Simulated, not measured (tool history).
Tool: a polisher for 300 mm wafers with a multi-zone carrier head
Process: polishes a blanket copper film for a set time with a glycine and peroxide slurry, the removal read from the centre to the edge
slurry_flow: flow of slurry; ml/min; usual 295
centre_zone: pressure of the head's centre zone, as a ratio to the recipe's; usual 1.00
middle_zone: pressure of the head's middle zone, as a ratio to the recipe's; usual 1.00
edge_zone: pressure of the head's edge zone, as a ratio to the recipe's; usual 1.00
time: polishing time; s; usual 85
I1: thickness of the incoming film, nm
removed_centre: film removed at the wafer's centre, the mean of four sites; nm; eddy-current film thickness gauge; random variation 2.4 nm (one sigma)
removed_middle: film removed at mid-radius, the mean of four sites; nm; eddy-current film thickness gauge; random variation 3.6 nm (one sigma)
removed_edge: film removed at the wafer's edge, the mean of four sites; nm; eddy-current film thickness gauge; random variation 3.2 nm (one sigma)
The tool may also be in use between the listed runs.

run 1 hour=0.0 | slurry_flow=295 centre_zone=1.00 middle_zone=1.00 edge_zone=1.00 time=85 | I1=2289.4 | removed_centre=239.6 removed_middle=241.6 removed_edge=241.3
run 2 hour=8.6 | slurry_flow=295 centre_zone=1.00 middle_zone=1.00 edge_zone=1.00 time=79 | I1=2293.3 | removed_centre=217.8 removed_middle=218.3 removed_edge=224.7
run 3 hour=26.1 | slurry_flow=295 centre_zone=1.00 middle_zone=1.00 edge_zone=1.00 time=79 | I1=2314.3 | removed_centre=215.6 removed_middle=214.5 removed_edge=207.8
run 4 hour=41.4 | slurry_flow=295 centre_zone=1.00 middle_zone=1.00 edge_zone=1.00 time=79 | I1=2328.7 | removed_centre=205.0 removed_middle=213.0 removed_edge=210.0
run 5 hour=59.1 | slurry_flow=295 centre_zone=0.96 middle_zone=1.00 edge_zone=1.00 time=76 | I1=2329.2 | removed_centre=186.3 removed_middle=200.4 removed_edge=194.4
run 6 hour=67.0 | slurry_flow=295 centre_zone=0.96 middle_zone=1.00 edge_zone=1.00 time=76 | I1=2367.2 | removed_centre=181.2 removed_middle=195.9 removed_edge=191.9
-- hour=76.0 carrier head's membrane replaced by a new one
run 7 hour=76.5 | slurry_flow=295 centre_zone=1.00 middle_zone=1.00 edge_zone=1.00 time=85 | I1=2329.0 | removed_centre=209.6 removed_middle=208.6 removed_edge=208.7
run 8 hour=79.9 | slurry_flow=295 centre_zone=1.00 middle_zone=1.00 edge_zone=1.00 time=85 | I1=2291.0 | removed_centre=201.8 removed_middle=212.6 removed_edge=209.9
run 9 hour=90.6 | slurry_flow=295 centre_zone=1.00 middle_zone=1.00 edge_zone=1.00 time=85 | I1=2324.1 | removed_centre=197.5 removed_middle=202.7 removed_edge=208.3
-- hour=96.5 worn pad replaced by a new one
-- hour=99.2 slurry nozzle cleaned
run 10 hour=101.2 | slurry_flow=295 centre_zone=1.00 middle_zone=1.00 edge_zone=1.09 time=85 | I1=2334.0 | removed_centre=253.8 removed_middle=250.5 removed_edge=266.1
run 11 hour=112.3 | slurry_flow=335 centre_zone=1.08 middle_zone=0.90 edge_zone=1.00 time=70 | I1=2344.2 | removed_centre=230.2 removed_middle=194.4 removed_edge=205.7
run 12 hour=123.9 | slurry_flow=295 centre_zone=1.00 middle_zone=1.00 edge_zone=1.00 time=85 | I1=2356.5 | removed_centre=256.5 removed_middle=263.0 removed_edge=247.7
run 13 hour=131.6 | slurry_flow=295 centre_zone=1.11 middle_zone=1.11 edge_zone=1.11 time=85 | I1=2331.6 | removed_centre=277.1 removed_middle=274.9 removed_edge=260.7
run 14 hour=145.4 | slurry_flow=295 centre_zone=0.90 middle_zone=1.09 edge_zone=0.94 time=85 | I1=2338.2 | removed_centre=233.0 removed_middle=274.7 removed_edge=241.3
run 15 hour=153.7 | slurry_flow=295 centre_zone=1.00 middle_zone=1.00 edge_zone=1.00 time=85 | I1=2316.9 | removed_centre=253.8 removed_middle=254.9 removed_edge=242.7
run 16 hour=160.0 | slurry_flow=235 centre_zone=1.00 middle_zone=1.09 edge_zone=0.91 time=85 | I1=2290.2 | removed_centre=237.6 removed_middle=267.6 removed_edge=226.4
-- hour=176.1 edge zone pressure recalibrated
-- hour=197.4 centre zone pressure recalibrated
run 17 hour=209.5 | slurry_flow=325 centre_zone=1.00 middle_zone=0.94 edge_zone=0.96 time=85 | I1=2348.6 | removed_centre=239.4 removed_middle=231.0 removed_edge=226.5
-- hour=214.4 worn pad replaced by a new one
run 18 hour=222.6 | slurry_flow=295 centre_zone=1.05 middle_zone=1.00 edge_zone=1.00 time=85 | I1=2319.7 | removed_centre=265.3 removed_middle=257.3 removed_edge=253.1
run 19 hour=238.0 | slurry_flow=380 centre_zone=0.94 middle_zone=1.00 edge_zone=1.00 time=85 | I1=2333.1 | removed_centre=248.0 removed_middle=260.0 removed_edge=255.6
run 20 hour=251.3 | slurry_flow=295 centre_zone=1.00 middle_zone=1.00 edge_zone=1.00 time=85 | I1=2320.0 | removed_centre=250.0 removed_middle=254.5 removed_edge=247.8

4 ways to go on from here, each from the tool as it stands after run 20. What would each give?
run A hour=251.7 | slurry_flow=295 centre_zone=1.00 middle_zone=1.00 edge_zone=1.00 time=85 | I1=2357.4 | removed_centre=? removed_middle=? removed_edge=?
run B hour=251.7 | slurry_flow=295 centre_zone=1.00 middle_zone=0.90 edge_zone=1.07 time=85 | I1=2357.4 | removed_centre=? removed_middle=? removed_edge=?
run C hour=251.7 | slurry_flow=245 centre_zone=1.00 middle_zone=1.00 edge_zone=1.00 time=85 | I1=2357.4 | removed_centre=? removed_middle=? removed_edge=?
run D hour=251.7 | slurry_flow=295 centre_zone=1.00 middle_zone=1.00 edge_zone=1.00 time=72 | I1=2357.4 | removed_centre=? removed_middle=? removed_edge=?

run=A removed_centre=248.7 removed_middle=260.9 removed_edge=243.7
run=B removed_centre=248.5 removed_middle=238.8 removed_edge=252.2
run=C removed_centre=242.1 removed_middle=254.6 removed_edge=239.3
run=D removed_centre=210.7 removed_middle=221.0 removed_edge=206.4
Without the tool's hidden state the same runs would have given:
run=A removed_centre=254.3 removed_middle=266.5 removed_edge=248.5
run=B removed_centre=254.1 removed_middle=244.0 removed_edge=257.2
run=C removed_centre=248.1 removed_middle=260.6 removed_edge=244.3
run=D removed_centre=215.4 removed_middle=225.8 removed_edge=210.5

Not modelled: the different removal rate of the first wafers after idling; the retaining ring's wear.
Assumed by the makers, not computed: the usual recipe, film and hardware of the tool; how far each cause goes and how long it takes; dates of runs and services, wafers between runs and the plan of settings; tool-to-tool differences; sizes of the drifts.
